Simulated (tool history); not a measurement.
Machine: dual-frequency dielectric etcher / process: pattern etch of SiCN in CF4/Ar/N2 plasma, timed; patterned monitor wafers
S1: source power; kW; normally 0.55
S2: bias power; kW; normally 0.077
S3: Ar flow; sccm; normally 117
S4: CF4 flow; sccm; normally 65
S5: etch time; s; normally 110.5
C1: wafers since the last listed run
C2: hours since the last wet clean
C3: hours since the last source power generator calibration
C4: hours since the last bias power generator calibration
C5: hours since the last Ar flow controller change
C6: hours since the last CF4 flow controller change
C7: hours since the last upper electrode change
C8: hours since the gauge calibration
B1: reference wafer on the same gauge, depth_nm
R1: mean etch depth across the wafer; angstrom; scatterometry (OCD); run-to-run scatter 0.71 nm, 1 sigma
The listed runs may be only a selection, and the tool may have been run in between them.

run   hour    S1     S2   S3  S4     S5   C1     C2      C3      C4      C5     C6      C7      C8     B1    R1
  1      0  0.55  0.077  117  75  110.5    0  182.4  4380.4    69.1  4827.9    0.5   296.4  1299.7  133.8  1254
  2   56.9  0.55  0.077  117  65  110.5  666  239.3  4437.3     126  4884.8   57.4   353.3  1356.6    134  1248
      89.2  -- wet clean of the chamber, repeated, since the last time left the tool worse
  3   89.7  0.55  0.086  143  60  122.5  103    0.5  4470.1   158.8  4917.6   90.2   386.1  1389.4    134  1281
  4  144.4  0.65  0.077  117  65  110.5  640   55.2  4524.8   213.5  4972.3  144.9   440.8  1444.1  133.8  1344
  5  195.7  0.66  0.077  117  65  110.5  600  106.5  4576.1   264.8  5023.6  196.2   492.1  1495.4  133.9  1377
     228.5  -- Ar flow controller replaced
  6  251.2  0.48  0.077  144  65     96  579    162  4631.6   320.3    22.7  251.7   547.6  1550.9    134   877
     284.3  -- source power generator calibrated
  7  289.5  0.55  0.077  117  81  110.5  401  200.3     5.2   358.6      61    290   585.9  1589.2    134  1196
     318.7  -- gauge calibrated
  8  352.2  0.55  0.077  117  65  110.5  733    263    67.9   421.3   123.7  352.7   648.6    33.5  133.9  1162
  9  417.5  0.63  0.065  117  65  110.5  764  328.3   133.2   486.6     189    418   713.9    98.8  134.1  1252
 10  447.3  0.55  0.077   98  76  110.5  348  358.1     163   516.4   218.8  447.8   743.7   128.6  133.9  1233
 11  512.5  0.55  0.065  142  65  110.5  763  423.3   228.2   581.6     284    513   808.9   193.8  134.3  1082
     551.6  -- wet clean of the chamber
 12  569.9  0.55  0.077  117  75  110.5  390   18.3   285.6     639   341.4  570.4   866.3   251.2    134  1178
 13  612.3  0.55  0.063  117  76  121.5  496   60.7     328   681.4   383.8  612.8   908.7   293.6  134.2  1221
 14  644.5  0.55  0.087  117  50  110.5  376   92.9   360.2   713.6     416    645   940.9   325.8    134  1190
 15  715.2  0.55  0.093   89  73  110.5  827  163.6   430.9   784.3   486.7  715.7  1011.6   396.5    134  1314
 16  748.2  0.55  0.064  126  65  110.5  386  196.6   463.9   817.3   519.7  748.7  1044.6   429.5    134  1090
 17  803.5  0.46  0.077  117  65  110.5  647  251.9   519.2   872.6     575    804  1099.9   484.8  133.6   997
 18    841  0.55  0.083  117  65  110.5  438  289.4   556.7   910.1   612.5  841.5  1137.4   522.3  134.1  1213
 19  880.1  0.55  0.077  117  65  110.5  457  328.5   595.8   949.2   651.6  880.6  1176.5   561.4  134.3  1182
 20  931.6  0.49  0.077  117  65  131.5  602    380   647.3  1000.7   703.1  932.1    1228   612.9  133.9  1267

Alternative continuations, all from the tool just after run 20; predict every row:
  A   932  0.55  0.077  117  79  110.5   4  380.4  647.7  1001.1  703.5  932.5  1228.4  613.3   ?   ?
  B   932  0.43  0.077  117  49  110.5   4  380.4  647.7  1001.1  703.5  932.5  1228.4  613.3   ?   ?
  C   932  0.55  0.077  117  53  110.5   4  380.4  647.7  1001.1  703.5  932.5  1228.4  613.3   ?   ?
  D   932  0.55  0.065  117  65  110.5   4  380.4  647.7  1001.1  703.5  932.5  1228.4  613.3   ?   ?
  E   932  0.55  0.077  117  65  122.5   4  380.4  647.7  1001.1  703.5  932.5  1228.4  613.3   ?   ?

run     B1    R1
  A  134.2  1211
  B  134.2   920
  C  134.2  1162
  D  134.2  1118
  E  134.2  1315
Had the tool no hidden state, the same runs would have come out as:
run    R1
  A  1190
  B   904
  C  1142
  D  1098
  E  1292
